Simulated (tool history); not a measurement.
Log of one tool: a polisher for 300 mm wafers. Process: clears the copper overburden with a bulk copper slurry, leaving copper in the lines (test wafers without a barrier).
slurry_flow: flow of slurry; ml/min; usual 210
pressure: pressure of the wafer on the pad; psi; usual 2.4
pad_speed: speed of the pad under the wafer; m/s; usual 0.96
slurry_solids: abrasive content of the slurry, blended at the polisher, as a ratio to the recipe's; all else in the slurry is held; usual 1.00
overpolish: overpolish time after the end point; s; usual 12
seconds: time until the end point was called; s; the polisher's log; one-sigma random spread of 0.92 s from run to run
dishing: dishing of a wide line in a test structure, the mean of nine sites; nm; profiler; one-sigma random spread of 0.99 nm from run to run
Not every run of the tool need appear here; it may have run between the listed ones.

| run | hour | slurry_flow | pressure | pad_speed | slurry_solids | overpolish | incoming thickness of the incoming film, nm | seconds | dishing |
|---|---|---|---|---|---|---|---|---|---|
| 1 | 0.0 | 185 | 2.4 | 0.96 | 1.00 | 12 | 531.5 | 65.3 | 55.4 |
| 2 | 32.4 | 185 | 2.4 | 0.96 | 1.00 | 12 | 530.7 | 63.5 | 55.6 |
|  | 79.5 | worn pad replaced by a new one |
|  | 89.5 | slurry nozzle cleaned |
| 3 | 95.7 | 210 | 2.4 | 0.96 | 1.00 | 12 | 527.0 | 59.9 | 59.6 |
| 4 | 145.3 | 210 | 2.4 | 0.96 | 1.00 | 12 | 529.0 | 60.7 | 57.6 |
| 5 | 214.5 | 185 | 1.7 | 0.80 | 1.00 | 12 | 534.5 | 90.8 | 39.8 |
| 6 | 275.3 | 210 | 3.1 | 0.96 | 1.00 | 12 | 527.6 | 48.1 | 66.5 |
|  | 291.3 | slurry blender recalibrated |
| 7 | 320.0 | 145 | 2.4 | 0.96 | 1.00 | 12 | 525.3 | 66.0 | 53.9 |
| 8 | 368.3 | 210 | 2.4 | 0.96 | 0.90 | 12 | 527.9 | 64.7 | 53.7 |
| 9 | 565.1 | 255 | 2.4 | 0.68 | 1.00 | 12 | 537.0 | 76.6 | 49.6 |
|  | 607.4 | worn pad replaced by a new one |
| 10 | 626.8 | 210 | 2.4 | 0.96 | 1.00 | 12 | 536.3 | 64.5 | 54.2 |
| 11 | 667.4 | 245 | 2.4 | 0.96 | 1.00 | 12 | 536.8 | 62.2 | 56.0 |
|  | 710.5 | slurry nozzle cleaned |
| 12 | 711.9 | 155 | 2.4 | 0.96 | 0.90 | 12 | 527.9 | 63.3 | 56.1 |
|  | 753.2 | head pressure recalibrated |
|  | 771.1 | slurry blender recalibrated |
| 13 | 777.6 | 210 | 2.4 | 0.66 | 0.85 | 12 | 536.2 | 79.0 | 46.9 |
| 14 | 827.8 | 170 | 2.4 | 0.96 | 0.75 | 14 | 540.8 | 71.3 | 59.6 |
| 15 | 888.4 | 210 | 2.4 | 0.96 | 1.00 | 15 | 527.7 | 62.9 | 65.5 |
| 16 | 929.1 | 150 | 3.2 | 0.96 | 1.00 | 12 | 530.7 | 51.2 | 66.0 |
| 17 | 988.4 | 210 | 2.4 | 1.08 | 1.00 | 17 | 540.4 | 59.4 | 75.3 |
| 18 | 1089.6 | 230 | 3.2 | 0.96 | 0.70 | 14 | 536.4 | 54.9 | 72.5 |
|  | 1114.6 | worn pad replaced by a new one |
| 19 | 1128.0 | 280 | 2.4 | 1.26 | 1.00 | 12 | 529.3 | 52.3 | 65.2 |
| 20 | 1162.5 | 175 | 2.2 | 0.96 | 1.00 | 12 | 536.6 | 71.9 | 49.3 |
| 21 | 1223.1 | 270 | 2.4 | 1.26 | 0.85 | 17 | 536.8 | 53.6 | 76.1 |
|  | 1258.8 | slurry nozzle cleaned |
| 22 | 1292.9 | 210 | 2.4 | 1.06 | 1.00 | 12 | 533.2 | 55.4 | 60.7 |
| 23 | 1333.3 | 150 | 3.2 | 0.96 | 1.00 | 12 | 524.8 | 48.8 | 67.9 |
|  | 1367.1 | slurry blender recalibrated |
| 24 | 1397.8 | 210 | 2.4 | 0.96 | 1.00 | 12 | 532.9 | 60.9 | 57.2 |
| 25 | 1475.7 | 210 | 2.4 | 0.96 | 0.85 | 14 | 534.4 | 64.1 | 60.9 |
| 26 | 1510.3 | 210 | 2.4 | 0.96 | 1.00 | 12 | 543.9 | 64.3 | 56.6 |
| 27 | 1537.8 | 210 | 2.4 | 0.96 | 1.00 | 12 | 544.1 | 62.6 | 55.7 |

Alternative continuations, all from the tool just after run 27; predict every row:
| A | 1538.3 | 210 | 2.9 | 0.96 | 1.00 | 12 | 528.9 | ? | ? |
| B | 1538.3 | 270 | 2.8 | 1.28 | 0.70 | 12 | 528.9 | ? | ? |
| C | 1538.3 | 210 | 2.4 | 1.18 | 0.80 | 12 | 528.9 | ? | ? |
| D | 1538.3 | 210 | 2.4 | 0.96 | 1.10 | 12 | 528.9 | ? | ? |
| E | 1538.3 | 255 | 2.4 | 0.96 | 1.00 | 16 | 528.9 | ? | ? |

| run | seconds | dishing |
|---|---|---|
| A | 54.1 | 63.3 |
| B | 49.4 | 67.1 |
| C | 59.3 | 58.1 |
| D | 61.9 | 56.3 |
| E | 61.7 | 68.6 |
Without the tool's unlogged condition, the same runs would have read:
| run | seconds | dishing |
|---|---|---|
| A | 51.1 | 65.8 |
| B | 47.1 | 69.2 |
| C | 56.0 | 60.5 |
| D | 58.5 | 58.7 |
| E | 58.8 | 70.8 |
